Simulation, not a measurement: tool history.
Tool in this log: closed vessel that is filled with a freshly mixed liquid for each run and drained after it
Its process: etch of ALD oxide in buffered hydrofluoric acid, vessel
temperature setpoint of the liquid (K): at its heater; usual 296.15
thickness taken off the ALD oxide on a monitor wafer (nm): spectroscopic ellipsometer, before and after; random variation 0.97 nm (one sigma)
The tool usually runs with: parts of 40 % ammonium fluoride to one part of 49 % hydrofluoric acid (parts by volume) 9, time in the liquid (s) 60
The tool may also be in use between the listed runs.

| run | hour | temperature setpoint of the liquid (K) | parts of 40 % ammonium fluoride to one part of 49 % hydrofluoric acid (parts by volume) | time in the liquid (s) | wafers since the last listed run | hours since the thermometer was replaced | hours since the hydrofluoric acid flow meter was replaced | hours since the gauge calibration | read-back film thickness of the ALD oxide reference wafer, read on the same gauge (nm) | thickness taken off the ALD oxide on a monitor wafer (nm) |
|---|---|---|---|---|---|---|---|---|---|---|
| 1 | 0 | 296.15 | 9 | 60 | 0 | 556.1 | 974.4 | 227.6 | 130 | 135.82 |
| 2 | 44.3 | 296.15 | 9 | 60 | 3988 | 600.4 | 1018.7 | 271.9 | 130 | 138.76 |
| 3 | 99.6 | 296.15 | 9 | 60 | 4978 | 655.7 | 1074 | 327.2 | 130.02 | 139.91 |
| 4 | 140.3 | 296.15 | 9 | 60 | 3664 | 696.4 | 1114.7 | 367.9 | 130.02 | 138.75 |
| 5 | 197.5 | 296.15 | 11 | 60 | 5149 | 753.6 | 1171.9 | 425.1 | 129.99 | 118.05 |
| 6 | 251.4 | 293.65 | 9 | 60 | 4852 | 807.5 | 1225.8 | 479 | 130.01 | 121.77 |
| 7 | 331.9 | 296.15 | 9 | 40 | 7247 | 888 | 1306.3 | 559.5 | 129.97 | 92.82 |
|  | 347.2 | hydrofluoric acid flow meter replaced |
| 8 | 407.6 | 296.15 | 9 | 40 | 6725 | 963.7 | 60.4 | 635.2 | 130.02 | 89.91 |
| 9 | 455.4 | 300.15 | 9 | 60 | 4303 | 1011.5 | 108.2 | 683 | 130.02 | 165.63 |
|  | 474.1 | thermometer replaced |
| 10 | 532.9 | 296.15 | 12 | 85 | 6887 | 58.8 | 185.7 | 760.5 | 130.03 | 150.23 |
| 11 | 635.9 | 296.15 | 9 | 60 | 9272 | 161.8 | 288.7 | 863.5 | 130.03 | 135.82 |
|  | 686.9 | gauge calibrated |
| 12 | 703.5 | 299.65 | 9 | 40 | 6085 | 229.4 | 356.3 | 16.6 | 129.99 | 109.25 |
| 13 | 778.2 | 296.15 | 9 | 60 | 6725 | 304.1 | 431 | 91.3 | 130.01 | 135.68 |
| 14 | 829.8 | 296.15 | 9 | 60 | 4645 | 355.7 | 482.6 | 142.9 | 130.04 | 135.16 |
| 15 | 926.5 | 299.15 | 12 | 85 | 8705 | 452.4 | 579.3 | 239.6 | 129.99 | 178.87 |
| 16 | 997.8 | 296.15 | 12 | 60 | 6418 | 523.7 | 650.6 | 310.9 | 129.98 | 106.78 |

3 options for the next run, each taken on its own from the tool as it stands now. Forecast them:
| A | 998.5 | 296.15 | 9 | 60 | 63 | 524.4 | 651.3 | 311.6 | ? | ? |
| B | 998.5 | 294.15 | 9 | 90 | 63 | 524.4 | 651.3 | 311.6 | ? | ? |
| C | 998.5 | 296.15 | 7.5 | 60 | 63 | 524.4 | 651.3 | 311.6 | ? | ? |

| run | read-back film thickness of the ALD oxide reference wafer, read on the same gauge (nm) | thickness taken off the ALD oxide on a monitor wafer (nm) |
|---|---|---|
| A | 129.98 | 136.8 |
| B | 129.98 | 183.74 |
| C | 129.98 | 166.66 |
Without the tool's hidden state the same runs would have given:
| run | thickness taken off the ALD oxide on a monitor wafer (nm) |
|---|---|
| A | 133.94 |
| B | 179.9 |
| C | 163.2 |

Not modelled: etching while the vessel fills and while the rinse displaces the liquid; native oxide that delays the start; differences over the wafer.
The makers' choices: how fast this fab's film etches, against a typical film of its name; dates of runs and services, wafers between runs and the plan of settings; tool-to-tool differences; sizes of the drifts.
